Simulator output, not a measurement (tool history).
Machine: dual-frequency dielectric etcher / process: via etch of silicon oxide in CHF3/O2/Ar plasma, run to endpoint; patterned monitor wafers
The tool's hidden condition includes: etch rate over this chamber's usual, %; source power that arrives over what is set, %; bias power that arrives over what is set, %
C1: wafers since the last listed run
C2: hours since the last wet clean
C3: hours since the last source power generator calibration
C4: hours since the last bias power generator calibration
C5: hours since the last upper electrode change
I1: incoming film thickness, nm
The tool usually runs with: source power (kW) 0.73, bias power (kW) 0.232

run 1 day=0 | source_power_(kW)=0.73 bias_power_(kW)=0.265 | C1=0 C2=365 C3=4382.7 C4=2963.2 C5=4113.2 | I1=695.1 | endpoint_time_(s)=280.4
-- day=1.333 wet clean of the chamber
run 2 day=1.354 | source_power_(kW)=0.73 bias_power_(kW)=0.265 | C1=31 C2=0.5 C3=4415.2 C4=2995.7 C5=4145.7 | I1=697.1 | endpoint_time_(s)=274.1
run 3 day=2.021 | source_power_(kW)=0.73 bias_power_(kW)=0.232 | C1=58 C2=16.5 C3=4431.2 C4=3011.7 C5=4161.7 | I1=690.7 | endpoint_time_(s)=287.3
run 4 day=2.533 | source_power_(kW)=0.73 bias_power_(kW)=0.232 | C1=45 C2=28.8 C3=4443.5 C4=3024 C5=4174 | I1=688.6 | endpoint_time_(s)=287.3
run 5 day=3.775 | source_power_(kW)=0.73 bias_power_(kW)=0.232 | C1=109 C2=58.6 C3=4473.3 C4=3053.8 C5=4203.8 | I1=694.2 | endpoint_time_(s)=291.1
run 6 day=5.008 | source_power_(kW)=0.73 bias_power_(kW)=0.232 | C1=108 C2=88.2 C3=4502.9 C4=3083.4 C5=4233.4 | I1=689.7 | endpoint_time_(s)=285.6
run 7 day=5.992 | source_power_(kW)=0.73 bias_power_(kW)=0.232 | C1=86 C2=111.8 C3=4526.5 C4=3107 C5=4257 | I1=699.3 | endpoint_time_(s)=289.6
run 8 day=6.525 | source_power_(kW)=0.73 bias_power_(kW)=0.232 | C1=46 C2=124.6 C3=4539.3 C4=3119.8 C5=4269.8 | I1=695.8 | endpoint_time_(s)=289.4
run 9 day=7.992 | source_power_(kW)=0.73 bias_power_(kW)=0.232 | C1=128 C2=159.8 C3=4574.5 C4=3155 C5=4305 | I1=691.9 | endpoint_time_(s)=286.7
-- day=9.15 wet clean of the chamber, repeated, since the last time left the tool worse
run 10 day=9.267 | source_power_(kW)=0.73 bias_power_(kW)=0.232 | C1=24 C2=2.8 C3=4605.1 C4=3185.6 C5=4335.6 | I1=694.8 | endpoint_time_(s)=307.8
run 11 day=10.704 | source_power_(kW)=0.73 bias_power_(kW)=0.232 | C1=126 C2=37.3 C3=4639.6 C4=3220.1 C5=4370.1 | I1=696.8 | endpoint_time_(s)=304.3
run 12 day=11.804 | source_power_(kW)=0.73 bias_power_(kW)=0.232 | C1=96 C2=63.7 C3=4666 C4=3246.5 C5=4396.5 | I1=693.7 | endpoint_time_(s)=303.9
-- day=12.483 source power generator calibrated
run 13 day=13.033 | source_power_(kW)=0.73 bias_power_(kW)=0.232 | C1=93 C2=93.2 C3=13.2 C4=3276 C5=4426 | I1=688.7 | endpoint_time_(s)=300.5
run 14 day=13.621 | source_power_(kW)=0.73 bias_power_(kW)=0.232 | C1=51 C2=107.3 C3=27.3 C4=3290.1 C5=4440.1 | I1=692.6 | endpoint_time_(s)=297.9
run 15 day=14.688 | source_power_(kW)=0.73 bias_power_(kW)=0.232 | C1=93 C2=132.9 C3=52.9 C4=3315.7 C5=4465.7 | I1=695.5 | endpoint_time_(s)=304.7
run 16 day=15.342 | source_power_(kW)=0.81 bias_power_(kW)=0.253 | C1=57 C2=148.6 C3=68.6 C4=3331.4 C5=4481.4 | I1=694.1 | endpoint_time_(s)=279.2
run 17 day=16.825 | source_power_(kW)=0.73 bias_power_(kW)=0.232 | C1=130 C2=184.2 C3=104.2 C4=3367 C5=4517 | I1=693.4 | endpoint_time_(s)=299.7
run 18 day=17.604 | source_power_(kW)=0.81 bias_power_(kW)=0.202 | C1=68 C2=202.9 C3=122.9 C4=3385.7 C5=4535.7 | I1=699.2 | endpoint_time_(s)=311
run 19 day=18.45 | source_power_(kW)=0.86 bias_power_(kW)=0.232 | C1=74 C2=223.2 C3=143.2 C4=3406 C5=4556 | I1=691.5 | endpoint_time_(s)=284.9
-- day=19.121 bias power generator calibrated
run 20 day=19.154 | source_power_(kW)=0.87 bias_power_(kW)=0.272 | C1=47 C2=240.1 C3=160.1 C4=0.8 C5=4572.9 | I1=688.7 | endpoint_time_(s)=257.9
-- day=20.312 upper electrode replaced
run 21 day=20.396 | source_power_(kW)=0.56 bias_power_(kW)=0.27 | C1=21 C2=269.9 C3=189.9 C4=30.6 C5=2 | I1=692.2 | endpoint_time_(s)=301.5
run 22 day=21.271 | source_power_(kW)=0.73 bias_power_(kW)=0.19 | C1=76 C2=290.9 C3=210.9 C4=51.6 C5=23 | I1=691.5 | endpoint_time_(s)=325.2
run 23 day=22.042 | source_power_(kW)=0.88 bias_power_(kW)=0.266 | C1=67 C2=309.4 C3=229.4 C4=70.1 C5=41.5 | I1=697 | endpoint_time_(s)=261.8
-- day=23.362 wet clean of the chamber
run 24 day=23.383 | source_power_(kW)=0.58 bias_power_(kW)=0.21 | C1=30 C2=0.5 C3=261.6 C4=102.3 C5=73.7 | I1=692.5 | endpoint_time_(s)=347.1
run 25 day=23.425 | source_power_(kW)=0.73 bias_power_(kW)=0.232 | C1=3 C2=1.5 C3=262.6 C4=103.3 C5=74.7 | I1=696.7 | endpoint_time_(s)=307.9
run 26 day=24.871 | source_power_(kW)=0.87 bias_power_(kW)=0.204 | C1=127 C2=36.2 C3=297.3 C4=138 C5=109.4 | I1=688.5 | endpoint_time_(s)=301.6
run 27 day=25.821 | source_power_(kW)=0.73 bias_power_(kW)=0.232 | C1=83 C2=59 C3=320.1 C4=160.8 C5=132.2 | I1=703.2 | endpoint_time_(s)=308
run 28 day=26.579 | source_power_(kW)=0.86 bias_power_(kW)=0.209 | C1=66 C2=77.2 C3=338.3 C4=179 C5=150.4 | I1=691.9 | endpoint_time_(s)=302.6
run 29 day=27.958 | source_power_(kW)=0.65 bias_power_(kW)=0.259 | C1=121 C2=110.3 C3=371.4 C4=212.1 C5=183.5 | I1=693.8 | endpoint_time_(s)=297.8
run 30 day=29.221 | source_power_(kW)=0.73 bias_power_(kW)=0.232 | C1=110 C2=140.6 C3=401.7 C4=242.4 C5=213.8 | I1=695.7 | endpoint_time_(s)=303.5
run 31 day=30.058 | source_power_(kW)=0.59 bias_power_(kW)=0.192 | C1=73 C2=160.7 C3=421.8 C4=262.5 C5=233.9 | I1=691 | endpoint_time_(s)=354.2

The next listed run, before its measurement:
run 32 day=31.058 | source_power_(kW)=0.9 bias_power_(kW)=0.274 | C1=87 C2=184.7 C3=445.8 C4=286.5 C5=257.9 | I1=697.7 | endpoint_time_(s)=?

Run 32 yielded endpoint time (s) 262.4.
Without the tool's hidden state the same run would have given endpoint time (s) 266.1.
